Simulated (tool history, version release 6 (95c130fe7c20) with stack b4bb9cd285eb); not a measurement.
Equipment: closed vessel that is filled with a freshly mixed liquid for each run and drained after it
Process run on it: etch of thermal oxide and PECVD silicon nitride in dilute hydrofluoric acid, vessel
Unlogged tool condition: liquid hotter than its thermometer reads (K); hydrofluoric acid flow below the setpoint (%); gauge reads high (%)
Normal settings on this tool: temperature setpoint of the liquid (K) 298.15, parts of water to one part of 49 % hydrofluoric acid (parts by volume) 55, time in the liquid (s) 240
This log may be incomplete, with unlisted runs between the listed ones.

run    hour  temperature setpoint of the liquid (K)  parts of water to one part of 49 % hydrofluoric acid (parts by volume)  time in the liquid (s)  wafers since the last listed run  hours since the thermometer was replaced  hours since the hydrofluoric acid flow meter was replaced  hours since the gauge calibration  read-back film thickness of the thermal oxide reference wafer, read on the same gauge (nm)  read-back film thickness of the PECVD silicon nitride reference wafer, read on the same gauge (nm)  thickness taken off the thermal oxide on a monitor wafer (Å)  thickness taken off the PECVD silicon nitride on a monitor wafer (Å)
  1     0.0                                  298.15                                                                      55                     240                                 0                                     318.8                                                      506.4                              236.4                                                                                      139.99                                                                                               89.99                                                         251.6                                                                 114.8
  2    46.6                                  298.15                                                                      55                     240                              4375                                     365.4                                                      553.0                              283.0                                                                                      139.98                                                                                               90.01                                                         254.3                                                                 117.1
  3   137.8                                  300.65                                                                      55                     125                              8563                                     456.6                                                      644.2                              374.2                                                                                      140.02                                                                                               90.03                                                         144.2                                                                  71.7
  4   230.3                                  298.15                                                                      55                     380                              8685                                     549.1                                                      736.7                              466.7                                                                                      140.03                                                                                               89.98                                                         400.9                                                                 186.6
  5   279.2                                  298.15                                                                      55                     240                              4591                                     598.0                                                      785.6                              515.6                                                                                      140.00                                                                                               89.98                                                         254.8                                                                 119.2
  6   356.6                                  294.65                                                                      65                     240                              7267                                     675.4                                                      863.0                              593.0                                                                                      140.03                                                                                               90.00                                                         183.8                                                                  78.8
  7   443.6                                  296.65                                                                      75                     120                              8168                                     762.4                                                      950.0                              680.0                                                                                      140.03                                                                                               89.99                                                          85.3                                                                  39.8
  8   619.5                                  303.15                                                                      80                     125                             16515                                     938.3                                                     1125.9                              855.9                                                                                      140.00                                                                                               89.99                                                         107.4                                                                  59.2
  9   696.6                                  298.15                                                                      55                     190                              7239                                    1015.4                                                     1203.0                              933.0                                                                                      139.99                                                                                               90.01                                                         203.6                                                                  95.8
 10   764.1                                  298.15                                                                      55                     240                              6337                                    1082.9                                                     1270.5                             1000.5                                                                                      139.99                                                                                               90.00                                                         261.2                                                                 120.8
 11   813.6                                  298.15                                                                      55                     335                              4647                                    1132.4                                                     1320.0                             1050.0                                                                                      140.01                                                                                               90.03                                                         357.5                                                                 169.8
      871.3  -- hydrofluoric acid flow meter replaced
 12   907.6                                  301.15                                                                      55                     315                              8732                                    1226.4                                                       36.3                             1144.0                                                                                      140.00                                                                                               89.98                                                         388.3                                                                 194.6
 13   951.4                                  298.15                                                                      55                     240                              4112                                    1270.2                                                       80.1                             1187.8                                                                                      140.00                                                                                               90.00                                                         258.6                                                                 122.8
 14  1058.6                                  303.15                                                                      55                     240                             10065                                    1377.4                                                      187.3                             1295.0                                                                                      140.02                                                                                               90.01                                                         321.0                                                                 169.6
 15  1105.0                                  298.15                                                                      45                     115                              4356                                    1423.8                                                      233.7                             1341.4                                                                                      139.98                                                                                               89.99                                                         156.1                                                                  70.9
 16  1167.5                                  300.65                                                                      55                     240                              5868                                    1486.3                                                      296.2                             1403.9                                                                                      140.02                                                                                               90.04                                                         289.6                                                                 146.3
 17  1245.2                                  294.65                                                                      55                     155                              7295                                    1564.0                                                      373.9                             1481.6                                                                                      140.00                                                                                               90.02                                                         147.4                                                                  63.0
     1262.7  -- thermometer replaced
 18  1334.8                                  302.65                                                                      40                     325                              8318                                      72.1                                                      463.5                             1571.2                                                                                      139.98                                                                                               90.00                                                         568.1                                                                 290.5
 19  1427.0                                  298.15                                                                      55                     240                              8656                                     164.3                                                      555.7                             1663.4                                                                                      139.98                                                                                               90.02                                                         249.3                                                                 115.8
 20  1528.6                                  298.15                                                                      55                     240                              9539                                     265.9                                                      657.3                             1765.0                                                                                      140.01                                                                                               89.98                                                         253.3                                                                 118.5
 21  1593.0                                  298.15                                                                      30                     145                              6046                                     330.3                                                      721.7                             1829.4                                                                                      140.00                                                                                               89.97                                                         290.3                                                                 127.1
 22  1650.6                                  298.15                                                                      55                     300                              5408                                     387.9                                                      779.3                             1887.0                                                                                      140.00                                                                                               90.01                                                         318.2                                                                 146.9
 23  1734.1                                  295.65                                                                      30                     200                              7840                                     471.4                                                      862.8                             1970.5                                                                                      140.01                                                                                               90.00                                                         362.0                                                                 150.3
 24  1794.1                                  298.15                                                                      55                     240                              5633                                     531.4                                                      922.8                             2030.5                                                                                      140.02                                                                                               90.02                                                         253.8                                                                 118.1
 25  1832.1                                  295.15                                                                      30                     315                              3567                                     569.4                                                      960.8                             2068.5                                                                                      140.00                                                                                               90.01                                                         563.9                                                                 229.2
 26  1882.4                                  298.15                                                                      55                     240                              4722                                     619.7                                                     1011.1                             2118.8                                                                                      140.01                                                                                               90.02                                                         255.9                                                                 118.8

3 ways to go on from here, each from the tool as it stands after run 26. What would each give?
  A  1883.1                                  298.15                                                                      80                     240                                65                                     620.4                                                     1011.8                             2119.5                                                                                           ?                                                                                                   ?                                                             ?                                                                     ?
  B  1883.1                                  302.65                                                                      40                     315                                65                                     620.4                                                     1011.8                             2119.5                                                                                           ?                                                                                                   ?                                                             ?                                                                     ?
  C  1883.1                                  298.15                                                                      55                     280                                65                                     620.4                                                     1011.8                             2119.5                                                                                           ?                                                                                                   ?                                                             ?                                                                     ?

run  read-back film thickness of the thermal oxide reference wafer, read on the same gauge (nm)  read-back film thickness of the PECVD silicon nitride reference wafer, read on the same gauge (nm)  thickness taken off the thermal oxide on a monitor wafer (Å)  thickness taken off the PECVD silicon nitride on a monitor wafer (Å)
  A                                                                                      139.99                                                                                               90.02                                                         167.9                                                                  82.4
  B                                                                                      139.99                                                                                               90.02                                                         557.7                                                                 287.7
  C                                                                                      139.99                                                                                               90.02                                                         294.6                                                                 139.2
Had the tool no hidden state, the same runs would have come out as:
run  thickness taken off the thermal oxide on a monitor wafer (Å)  thickness taken off the PECVD silicon nitride on a monitor wafer (Å)
  A                                                         163.3                                                                  78.8
  B                                                         542.6                                                                 275.1
  C                                                         286.5                                                                 132.9
